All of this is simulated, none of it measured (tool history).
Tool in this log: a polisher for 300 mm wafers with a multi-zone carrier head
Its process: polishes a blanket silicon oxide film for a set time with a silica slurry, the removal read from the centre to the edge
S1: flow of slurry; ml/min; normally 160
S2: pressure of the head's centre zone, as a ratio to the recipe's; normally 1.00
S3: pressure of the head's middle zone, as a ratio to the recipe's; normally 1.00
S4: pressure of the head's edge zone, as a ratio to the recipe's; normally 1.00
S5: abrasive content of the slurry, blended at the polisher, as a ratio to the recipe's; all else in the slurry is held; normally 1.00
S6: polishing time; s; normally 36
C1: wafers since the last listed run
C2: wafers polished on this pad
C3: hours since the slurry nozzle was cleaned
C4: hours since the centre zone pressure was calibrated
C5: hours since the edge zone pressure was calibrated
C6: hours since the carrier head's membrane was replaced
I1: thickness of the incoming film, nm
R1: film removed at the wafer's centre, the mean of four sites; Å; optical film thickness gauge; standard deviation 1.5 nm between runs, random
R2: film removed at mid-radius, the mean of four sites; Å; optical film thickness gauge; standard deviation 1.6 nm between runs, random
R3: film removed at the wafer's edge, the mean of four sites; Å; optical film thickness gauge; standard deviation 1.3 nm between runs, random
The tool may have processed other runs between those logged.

run 1 hour=0.0 | S1=160 S2=1.00 S3=1.00 S4=1.00 S5=0.80 S6=36 | C1=0 C2=450 C3=282.2 C4=994.9 C5=719.3 C6=1890.0 | I1=1337.2 | R1=909 R2=937 R3=1015
run 2 hour=30.9 | S1=160 S2=1.00 S3=1.00 S4=1.00 S5=1.00 S6=36 | C1=444 C2=895 C3=313.1 C4=1025.8 C5=750.2 C6=1920.9 | I1=1321.9 | R1=1099 R2=1165 R3=1236
run 3 hour=65.2 | S1=160 S2=1.00 S3=1.00 S4=1.00 S5=1.00 S6=36 | C1=493 C2=1389 C3=347.4 C4=1060.1 C5=784.5 C6=1955.2 | I1=1343.7 | R1=1082 R2=1170 R3=1215
-- hour=79.2 slurry nozzle cleaned
-- hour=86.8 worn pad replaced by a new one
run 4 hour=98.5 | S1=160 S2=1.00 S3=1.00 S4=1.00 S5=1.00 S6=36 | C1=407 C2=168 C3=19.3 C4=1093.4 C5=817.8 C6=1988.5 | I1=1317.4 | R1=1092 R2=1194 R3=1242
run 5 hour=123.1 | S1=160 S2=1.00 S3=1.00 S4=1.00 S5=1.00 S6=39 | C1=354 C2=522 C3=43.9 C4=1118.0 C5=842.4 C6=2013.1 | I1=1322.2 | R1=1172 R2=1289 R3=1336
run 6 hour=135.7 | S1=160 S2=1.00 S3=1.00 S4=1.00 S5=1.00 S6=39 | C1=181 C2=703 C3=56.5 C4=1130.6 C5=855.0 C6=2025.7 | I1=1336.0 | R1=1160 R2=1276 R3=1340
run 7 hour=165.1 | S1=160 S2=1.00 S3=1.00 S4=1.00 S5=1.00 S6=39 | C1=423 C2=1127 C3=85.9 C4=1160.0 C5=884.4 C6=2055.1 | I1=1321.2 | R1=1175 R2=1309 R3=1358
run 8 hour=186.8 | S1=160 S2=1.00 S3=1.00 S4=1.00 S5=1.00 S6=39 | C1=312 C2=1439 C3=107.6 C4=1181.7 C5=906.1 C6=2076.8 | I1=1335.4 | R1=1152 R2=1250 R3=1348
-- hour=214.9 worn pad replaced by a new one
run 9 hour=220.8 | S1=160 S2=1.00 S3=1.00 S4=1.00 S5=1.00 S6=36 | C1=431 C2=84 C3=141.6 C4=1215.7 C5=940.1 C6=2110.8 | I1=1340.7 | R1=1046 R2=1188 R3=1269
run 10 hour=235.1 | S1=160 S2=1.00 S3=1.07 S4=1.09 S5=1.00 S6=36 | C1=205 C2=290 C3=155.9 C4=1230.0 C5=954.4 C6=2125.1 | I1=1340.8 | R1=1053 R2=1254 R3=1297
run 11 hour=249.8 | S1=160 S2=1.00 S3=1.00 S4=1.00 S5=1.00 S6=36 | C1=211 C2=502 C3=170.6 C4=1244.7 C5=969.1 C6=2139.8 | I1=1333.0 | R1=1044 R2=1164 R3=1239
-- hour=271.2 carrier head's membrane replaced by a new one
run 12 hour=278.9 | S1=160 S2=1.00 S3=1.00 S4=0.89 S5=1.00 S6=36 | C1=346 C2=849 C3=199.7 C4=1273.8 C5=998.2 C6=7.7 | I1=1341.1 | R1=1052 R2=1177 R3=1193
run 13 hour=304.7 | S1=160 S2=1.00 S3=1.12 S4=1.00 S5=1.00 S6=36 | C1=371 C2=1220 C3=225.5 C4=1299.6 C5=1024.0 C6=33.5 | I1=1327.0 | R1=1027 R2=1333 R3=1250
-- hour=314.4 centre zone pressure recalibrated
run 14 hour=323.7 | S1=180 S2=1.07 S3=1.00 S4=0.97 S5=0.75 S6=36 | C1=244 C2=1465 C3=244.5 C4=9.3 C5=1043.0 C6=52.5 | I1=1341.1 | R1=954 R2=904 R3=917
run 15 hour=352.0 | S1=160 S2=1.09 S3=1.00 S4=1.00 S5=1.00 S6=28 | C1=407 C2=1872 C3=272.8 C4=37.6 C5=1071.3 C6=80.8 | I1=1331.7 | R1=993 R2=905 R3=968
-- hour=356.8 worn pad replaced by a new one
-- hour=380.7 edge zone pressure recalibrated
run 16 hour=402.4 | S1=160 S2=0.91 S3=1.00 S4=1.00 S5=1.00 S6=25 | C1=639 C2=628 C3=323.2 C4=88.0 C5=21.7 C6=131.2 | I1=1305.7 | R1=747 R2=804 R3=867
run 17 hour=428.5 | S1=160 S2=1.00 S3=1.00 S4=1.00 S5=1.00 S6=36 | C1=375 C2=1003 C3=349.3 C4=114.1 C5=47.8 C6=157.3 | I1=1342.2 | R1=1194 R2=1189 R3=1275
run 18 hour=444.1 | S1=160 S2=1.00 S3=1.00 S4=1.07 S5=1.25 S6=36 | C1=224 C2=1228 C3=364.9 C4=129.7 C5=63.4 C6=172.9 | I1=1336.3 | R1=1396 R2=1367 R3=1466
run 19 hour=472.6 | S1=115 S2=1.09 S3=1.00 S4=1.00 S5=1.20 S6=36 | C1=410 C2=1638 C3=393.4 C4=158.2 C5=91.9 C6=201.4 | I1=1331.1 | R1=1401 R2=1229 R3=1366
-- hour=488.9 slurry nozzle cleaned
run 20 hour=494.8 | S1=160 S2=1.00 S3=1.00 S4=1.00 S5=1.00 S6=36 | C1=305 C2=1944 C3=5.9 C4=180.4 C5=114.1 C6=223.6 | I1=1331.8 | R1=1151 R2=1180 R3=1230
-- hour=499.8 worn pad replaced by a new one
run 21 hour=518.9 | S1=160 S2=1.00 S3=1.00 S4=1.00 S5=1.00 S6=36 | C1=289 C2=275 C3=30.0 C4=204.5 C5=138.2 C6=247.7 | I1=1329.6 | R1=1192 R2=1176 R3=1263

Predict each of these 4 candidate next runs independently; none follows another, all start after run 21:
run A hour=519.3 | S1=160 S2=1.00 S3=1.00 S4=1.07 S5=1.00 S6=36 | C1=5 C2=280 C3=30.4 C4=204.9 C5=138.6 C6=248.1 | I1=1328.9 | R1=? R2=? R3=?
run B hour=519.3 | S1=160 S2=1.00 S3=1.00 S4=0.96 S5=0.70 S6=36 | C1=5 C2=280 C3=30.4 C4=204.9 C5=138.6 C6=248.1 | I1=1328.9 | R1=? R2=? R3=?
run C hour=519.3 | S1=160 S2=1.05 S3=1.00 S4=1.00 S5=1.00 S6=36 | C1=5 C2=280 C3=30.4 C4=204.9 C5=138.6 C6=248.1 | I1=1328.9 | R1=? R2=? R3=?
run D hour=519.3 | S1=160 S2=1.10 S3=0.92 S4=0.89 S5=0.90 S6=36 | C1=5 C2=280 C3=30.4 C4=204.9 C5=138.6 C6=248.1 | I1=1328.9 | R1=? R2=? R3=?

run=A R1=1191 R2=1150 R3=1301
run=B R1=808 R2=780 R3=845
run=C R1=1246 R2=1149 R3=1265
run=D R1=1189 R2=980 R3=1107
What these runs would have given with no unlogged condition in the tool:
run=A R1=1199 R2=1149 R3=1301
run=B R1=814 R2=780 R3=845
run=C R1=1254 R2=1149 R3=1265
run=D R1=1197 R2=980 R3=1107
